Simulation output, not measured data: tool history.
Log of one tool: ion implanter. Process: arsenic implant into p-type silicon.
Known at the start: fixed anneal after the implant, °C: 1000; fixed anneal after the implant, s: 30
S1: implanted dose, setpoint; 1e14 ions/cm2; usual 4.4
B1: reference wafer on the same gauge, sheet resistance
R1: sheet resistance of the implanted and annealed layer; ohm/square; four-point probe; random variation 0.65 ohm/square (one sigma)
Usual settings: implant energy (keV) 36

{"run": 1, "hour": 0.0, "S1": 4.4, "implant energy (keV)": 36, "B1": 206.81, "R1": 195.72}
{"run": 2, "hour": 26.6, "S1": 4.4, "implant energy (keV)": 36, "B1": 207.08, "R1": 195.6}
{"run": 3, "hour": 44.1, "S1": 4.4, "implant energy (keV)": 36, "B1": 207.11, "R1": 196.68}
{"run": 4, "hour": 77.8, "S1": 4.4, "implant energy (keV)": 36, "B1": 207.19, "R1": 195.87}
{"run": 5, "hour": 105.7, "S1": 4.4, "implant energy (keV)": 36, "B1": 207.02, "R1": 194.54}
{"run": 6, "hour": 137.0, "S1": 4.4, "implant energy (keV)": 36, "B1": 207.1, "R1": 195.19}
{"run": 7, "hour": 204.6, "S1": 4.4, "implant energy (keV)": 36, "B1": 206.78, "R1": 196.06}
{"run": 8, "hour": 218.6, "S1": 4.4, "implant energy (keV)": 29.5, "B1": 206.96, "R1": 202.36}
{"run": 9, "hour": 236.4, "S1": 4.4, "implant energy (keV)": 29.5, "B1": 206.97, "R1": 201.36}
{"run": 10, "hour": 253.2, "S1": 4.4, "implant energy (keV)": 29.5, "B1": 207.13, "R1": 201.54}
{"run": 11, "hour": 277.8, "S1": 4.4, "implant energy (keV)": 36, "B1": 207.28, "R1": 194.24}
{"hour": 283.8, "done": "gauge calibrated"}
{"run": 12, "hour": 304.9, "S1": 4.4, "implant energy (keV)": 36, "B1": 207.17, "R1": 194.75}
{"hour": 313.4, "done": "extraction supply calibrated"}
{"run": 13, "hour": 318.5, "S1": 4.4, "implant energy (keV)": 36, "B1": 207.16, "R1": 194.23}
{"run": 14, "hour": 353.4, "S1": 4.4, "implant energy (keV)": 31.5, "B1": 207.01, "R1": 199.2}
{"hour": 367.2, "done": "Faraday cup replaced and dose calibrated"}
{"run": 15, "hour": 379.9, "S1": 4.4, "implant energy (keV)": 31.5, "B1": 207.18, "R1": 204.99}
{"run": 16, "hour": 392.6, "S1": 5.43, "implant energy (keV)": 46.5, "B1": 207.05, "R1": 165.38}
{"run": 17, "hour": 410.2, "S1": 4.99, "implant energy (keV)": 41.5, "B1": 207.15, "R1": 178.74}
{"run": 18, "hour": 431.0, "S1": 4.4, "implant energy (keV)": 36, "B1": 207.15, "R1": 201.09}
{"run": 19, "hour": 455.6, "S1": 4.4, "implant energy (keV)": 47.5, "B1": 206.85, "R1": 193.64}
{"run": 20, "hour": 506.9, "S1": 5.01, "implant energy (keV)": 23.5, "B1": 206.66, "R1": 192.98}
{"run": 21, "hour": 536.1, "S1": 4.4, "implant energy (keV)": 41, "B1": 207, "R1": 195.72}
{"run": 22, "hour": 559.0, "S1": 3.41, "implant energy (keV)": 26.5, "B1": 206.76, "R1": 252.78}
{"run": 23, "hour": 593.9, "S1": 5.54, "implant energy (keV)": 39, "B1": 206.89, "R1": 164.5}
{"run": 24, "hour": 628.4, "S1": 4.4, "implant energy (keV)": 47.5, "B1": 206.87, "R1": 191.22}
{"run": 25, "hour": 645.1, "S1": 5.43, "implant energy (keV)": 46.5, "B1": 206.87, "R1": 163.77}
{"run": 26, "hour": 668.7, "S1": 4.4, "implant energy (keV)": 30, "B1": 206.94, "R1": 204.33}
{"run": 27, "hour": 697.8, "S1": 4.4, "implant energy (keV)": 36, "B1": 206.88, "R1": 198.55}
{"run": 28, "hour": 727.0, "S1": 3.79, "implant energy (keV)": 32, "B1": 206.99, "R1": 226}
{"run": 29, "hour": 784.1, "S1": 4.83, "implant energy (keV)": 36, "B1": 207.06, "R1": 185.15}
{"run": 30, "hour": 808.9, "S1": 4.4, "implant energy (keV)": 36, "B1": 207.04, "R1": 197.97}
{"run": 31, "hour": 824.6, "S1": 3.91, "implant energy (keV)": 42, "B1": 207.15, "R1": 213.48}

Forecast each of these 5 alternatives for the next run:
{"run": "A", "hour": 825.0, "S1": 4.4, "implant energy (keV)": 45, "B1": "?", "R1": "?"}
{"run": "B", "hour": 825.0, "S1": 4.4, "implant energy (keV)": 31, "B1": "?", "R1": "?"}
{"run": "C", "hour": 825.0, "S1": 3.69, "implant energy (keV)": 47.5, "B1": "?", "R1": "?"}
{"run": "D", "hour": 825.0, "S1": 5.68, "implant energy (keV)": 40.5, "B1": "?", "R1": "?"}
{"run": "E", "hour": 825.0, "S1": 3.75, "implant energy (keV)": 25.5, "B1": "?", "R1": "?"}

run=A B1=207.05 R1=192.97
run=B B1=207.05 R1=203.6
run=C B1=207.05 R1=219.12
run=D B1=207.05 R1=160.91
run=E B1=207.05 R1=236.26
Without the tool's hidden state the same runs would have given:
run=A R1=195.93
run=B R1=206.69
run=C R1=222.44
run=D R1=163.39
run=E R1=239.83
